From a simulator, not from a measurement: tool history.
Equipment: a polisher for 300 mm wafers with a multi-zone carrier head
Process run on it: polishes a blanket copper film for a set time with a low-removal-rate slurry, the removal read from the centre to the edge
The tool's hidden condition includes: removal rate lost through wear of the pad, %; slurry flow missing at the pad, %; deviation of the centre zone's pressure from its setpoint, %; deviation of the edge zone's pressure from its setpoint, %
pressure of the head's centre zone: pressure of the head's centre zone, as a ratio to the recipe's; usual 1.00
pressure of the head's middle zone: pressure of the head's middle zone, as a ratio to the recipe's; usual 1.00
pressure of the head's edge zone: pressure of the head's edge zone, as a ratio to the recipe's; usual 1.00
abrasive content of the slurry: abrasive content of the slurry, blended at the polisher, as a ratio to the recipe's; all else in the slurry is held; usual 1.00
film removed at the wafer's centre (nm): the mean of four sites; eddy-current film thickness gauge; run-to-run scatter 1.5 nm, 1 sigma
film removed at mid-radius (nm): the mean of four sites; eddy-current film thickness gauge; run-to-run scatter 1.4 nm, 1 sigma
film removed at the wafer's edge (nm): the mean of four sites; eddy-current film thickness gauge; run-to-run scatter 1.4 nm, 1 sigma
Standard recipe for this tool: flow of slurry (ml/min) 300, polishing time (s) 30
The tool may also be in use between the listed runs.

| run | hour | flow of slurry (ml/min) | pressure of the head's centre zone | pressure of the head's middle zone | pressure of the head's edge zone | abrasive content of the slurry | polishing time (s) | wafers since the last listed run | wafers polished on this pad | hours since the slurry nozzle was cleaned | hours since the centre zone pressure was calibrated | hours since the edge zone pressure was calibrated | hours since the carrier head's membrane was replaced | incoming thickness of the incoming film, nm | film removed at the wafer's centre (nm) | film removed at mid-radius (nm) | film removed at the wafer's edge (nm) |
|---|---|---|---|---|---|---|---|---|---|---|---|---|---|---|---|---|---|
| 1 | 0.0 | 300 | 1.00 | 1.00 | 1.00 | 1.00 | 30 | 0 | 637 | 525.5 | 93.7 | 175.2 | 1134.8 | 634.9 | 141.1 | 140.9 | 138.2 |
| 2 | 62.3 | 300 | 1.00 | 1.00 | 1.00 | 1.00 | 30 | 439 | 1077 | 587.8 | 156.0 | 237.5 | 1197.1 | 637.3 | 142.4 | 140.2 | 141.2 |
| 3 | 94.1 | 300 | 1.00 | 1.00 | 1.00 | 1.00 | 30 | 224 | 1301 | 619.6 | 187.8 | 269.3 | 1228.9 | 625.6 | 139.2 | 142.5 | 143.8 |
| 4 | 123.6 | 300 | 1.07 | 1.00 | 1.00 | 1.00 | 34 | 208 | 1510 | 649.1 | 217.3 | 298.8 | 1258.4 | 629.1 | 168.2 | 159.4 | 159.8 |
| 5 | 176.1 | 300 | 1.00 | 1.00 | 1.00 | 1.00 | 30 | 370 | 1880 | 701.6 | 269.8 | 351.3 | 1310.9 | 626.9 | 139.5 | 141.6 | 141.6 |
|  | 197.8 | slurry nozzle cleaned |
| 6 | 224.7 | 300 | 1.00 | 1.05 | 0.97 | 1.00 | 35 | 336 | 2216 | 26.9 | 318.4 | 399.9 | 1359.5 | 632.2 | 162.4 | 172.9 | 161.7 |
| 7 | 259.4 | 300 | 1.00 | 1.00 | 1.00 | 1.00 | 30 | 244 | 2461 | 61.6 | 353.1 | 434.6 | 1394.2 | 631.2 | 142.8 | 145.2 | 140.9 |
|  | 267.9 | worn pad replaced by a new one |
| 8 | 308.3 | 395 | 1.00 | 1.00 | 1.00 | 1.00 | 30 | 317 | 285 | 110.5 | 402.0 | 483.5 | 1443.1 | 631.0 | 145.4 | 143.6 | 145.7 |
| 9 | 356.5 | 395 | 1.00 | 0.92 | 1.00 | 1.30 | 37 | 340 | 625 | 158.7 | 450.2 | 531.7 | 1491.3 | 631.7 | 186.7 | 176.2 | 188.5 |
| 10 | 416.7 | 300 | 1.00 | 1.00 | 0.95 | 1.00 | 30 | 425 | 1050 | 218.9 | 510.4 | 591.9 | 1551.5 | 640.2 | 139.2 | 141.7 | 136.8 |
| 11 | 487.5 | 385 | 0.93 | 1.00 | 1.00 | 1.25 | 30 | 499 | 1550 | 289.7 | 581.2 | 662.7 | 1622.3 | 636.4 | 140.8 | 152.8 | 149.9 |
| 12 | 520.0 | 300 | 1.00 | 1.00 | 0.95 | 1.00 | 30 | 229 | 1779 | 322.2 | 613.7 | 695.2 | 1654.8 | 630.2 | 138.8 | 142.8 | 136.6 |
|  | 538.3 | carrier head's membrane replaced by a new one |
| 13 | 566.9 | 300 | 1.00 | 1.00 | 1.05 | 1.00 | 30 | 295 | 2075 | 369.1 | 660.6 | 742.1 | 28.6 | 619.5 | 140.5 | 141.2 | 143.9 |
|  | 627.2 | worn pad replaced by a new one |
| 14 | 637.7 | 300 | 1.00 | 1.00 | 1.00 | 1.00 | 30 | 471 | 73 | 439.9 | 731.4 | 812.9 | 99.4 | 630.8 | 142.2 | 141.6 | 140.2 |
|  | 657.8 | edge zone pressure recalibrated |
| 15 | 705.3 | 300 | 1.00 | 1.11 | 1.00 | 1.00 | 30 | 463 | 537 | 507.5 | 799.0 | 47.5 | 167.0 | 638.6 | 139.2 | 151.7 | 139.4 |
| 16 | 730.3 | 300 | 1.00 | 1.00 | 1.11 | 1.00 | 30 | 176 | 713 | 532.5 | 824.0 | 72.5 | 192.0 | 630.0 | 139.2 | 141.7 | 148.4 |
| 17 | 761.0 | 300 | 1.00 | 1.00 | 1.00 | 1.00 | 30 | 216 | 930 | 563.2 | 854.7 | 103.2 | 222.7 | 623.9 | 141.2 | 143.7 | 141.0 |
| 18 | 806.3 | 300 | 0.90 | 1.00 | 1.12 | 1.00 | 30 | 319 | 1250 | 608.5 | 900.0 | 148.5 | 268.0 | 622.9 | 130.7 | 145.4 | 152.4 |
|  | 878.9 | slurry nozzle cleaned |
| 19 | 915.9 | 300 | 1.00 | 1.06 | 1.00 | 1.00 | 37 | 766 | 2016 | 37.0 | 1009.6 | 258.1 | 377.6 | 629.0 | 175.4 | 183.6 | 173.4 |
| 20 | 976.4 | 300 | 1.00 | 1.00 | 1.00 | 1.00 | 30 | 427 | 2443 | 97.5 | 1070.1 | 318.6 | 438.1 | 630.0 | 141.1 | 140.2 | 140.3 |
| 21 | 1008.1 | 300 | 1.00 | 1.00 | 1.00 | 1.00 | 39 | 223 | 2667 | 129.2 | 1101.8 | 350.3 | 469.8 | 625.2 | 181.5 | 184.2 | 180.3 |
|  | 1014.2 | worn pad replaced by a new one |
|  | 1031.6 | centre zone pressure recalibrated |
| 22 | 1062.9 | 260 | 1.00 | 1.00 | 1.00 | 0.90 | 24 | 344 | 330 | 184.0 | 31.3 | 405.1 | 524.6 | 629.4 | 107.9 | 108.7 | 109.2 |

State the hidden condition of the tool at each of the runs:
removal rate lost through wear of the pad, %: 0 at every run
slurry flow missing at the pad, %: 0 at every run
deviation of the centre zone's pressure from its setpoint, %: 0 at every run
deviation of the edge zone's pressure from its setpoint, %: 0 at every run
